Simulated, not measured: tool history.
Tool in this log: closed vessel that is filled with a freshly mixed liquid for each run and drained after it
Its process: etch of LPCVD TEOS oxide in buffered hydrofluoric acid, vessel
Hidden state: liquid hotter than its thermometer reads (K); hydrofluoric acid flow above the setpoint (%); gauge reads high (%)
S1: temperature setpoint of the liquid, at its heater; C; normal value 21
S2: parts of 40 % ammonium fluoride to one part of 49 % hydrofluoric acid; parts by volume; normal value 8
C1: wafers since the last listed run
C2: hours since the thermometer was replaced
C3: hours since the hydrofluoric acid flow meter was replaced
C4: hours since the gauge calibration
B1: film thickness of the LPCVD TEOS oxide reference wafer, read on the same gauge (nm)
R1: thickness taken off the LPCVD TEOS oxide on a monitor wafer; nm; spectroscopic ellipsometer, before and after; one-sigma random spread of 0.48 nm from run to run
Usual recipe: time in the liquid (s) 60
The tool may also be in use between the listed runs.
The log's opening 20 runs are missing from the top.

Run 21, day 9.338: usual settings but S1 19 C, S2 9 parts by volume, time in the liquid (s) 85; C1 1403; C2 101.5; C3 1967.6; C4 62.7; B1 90.01. Result: R1 135.88 nm.
Run 22, day 10.062: usual settings; C1 2160; C2 118.9; C3 1985; C4 80.1; B1 90. Result: R1 121.46 nm.
At day 10.346: hydrofluoric acid flow meter replaced.
Run 23, day 10.562: usual settings but S1 24.5 C, time in the liquid (s) 80; C1 1365; C2 130.9; C3 5.2; C4 92.1; B1 90.04. Result: R1 177.93 nm.
Run 24, day 11.142: usual settings but S1 17.5 C, S2 5.5 parts by volume; C1 1725; C2 144.8; C3 19.1; C4 106; B1 90. Result: R1 128.82 nm.
Run 25, day 11.717: usual settings but S2 7 parts by volume; C1 1713; C2 158.6; C3 32.9; C4 119.8; B1 90.05. Result: R1 128.03 nm.
Run 26, day 12.467: usual settings but S2 9 parts by volume; C1 2234; C2 176.6; C3 50.9; C4 137.8; B1 90. Result: R1 97.61 nm.
Run 27, day 13.142: usual settings but S1 17.5 C, S2 5.5 parts by volume; C1 2011; C2 192.8; C3 67.1; C4 154; B1 90. Result: R1 128.81 nm.
Run 28, day 13.704: usual settings but time in the liquid (s) 75; C1 1676; C2 206.3; C3 80.6; C4 167.5; B1 90.02. Result: R1 138.87 nm.
Run 29, day 14.246: usual settings but S2 10 parts by volume, time in the liquid (s) 80; C1 1614; C2 219.3; C3 93.6; C4 180.5; B1 89.97. Result: R1 120.82 nm.
Run 30, day 14.6: usual settings; C1 1055; C2 227.8; C3 102.1; C4 189; B1 89.99. Result: R1 111.29 nm.
Run 31, day 15.279: usual settings but S2 10 parts by volume, time in the liquid (s) 35; C1 2023; C2 244.1; C3 118.4; C4 205.3; B1 90.01. Result: R1 53.55 nm.
Run 32, day 15.954: usual settings but time in the liquid (s) 95; C1 2011; C2 260.3; C3 134.6; C4 221.5; B1 90. Result: R1 176.58 nm.

5 ways to go on from here, each from the tool as it stands after run 32. What would each give?
Run A, day 15.983: usual settings but time in the liquid (s) 45; C1 86; C2 261; C3 135.3; C4 222.2; B1 ?. Result: R1 ?.
Run B, day 15.983: usual settings but S1 23.5 C, S2 9 parts by volume, time in the liquid (s) 80; C1 86; C2 261; C3 135.3; C4 222.2; B1 ?. Result: R1 ?.
Run C, day 15.983: usual settings but S1 25.5 C, S2 6 parts by volume, time in the liquid (s) 50; C1 86; C2 261; C3 135.3; C4 222.2; B1 ?. Result: R1 ?.
Run D, day 15.983: usual settings but S1 17.5 C, S2 5 parts by volume, time in the liquid (s) 40; C1 86; C2 261; C3 135.3; C4 222.2; B1 ?. Result: R1 ?.
Run E, day 15.983: usual settings but S2 10 parts by volume, time in the liquid (s) 30; C1 86; C2 261; C3 135.3; C4 222.2; B1 ?. Result: R1 ?.

run     B1      R1
  A  89.99   84.19
  B  89.99  151.13
  C  89.99  157.29
  D  89.99   94.58
  E  89.99   45.89
Stripped of hidden state, with their random variation kept, the same runs would have yielded:
run      R1
  A   81.02
  B  145.49
  C  152.04
  D   91.19
  E   44.48
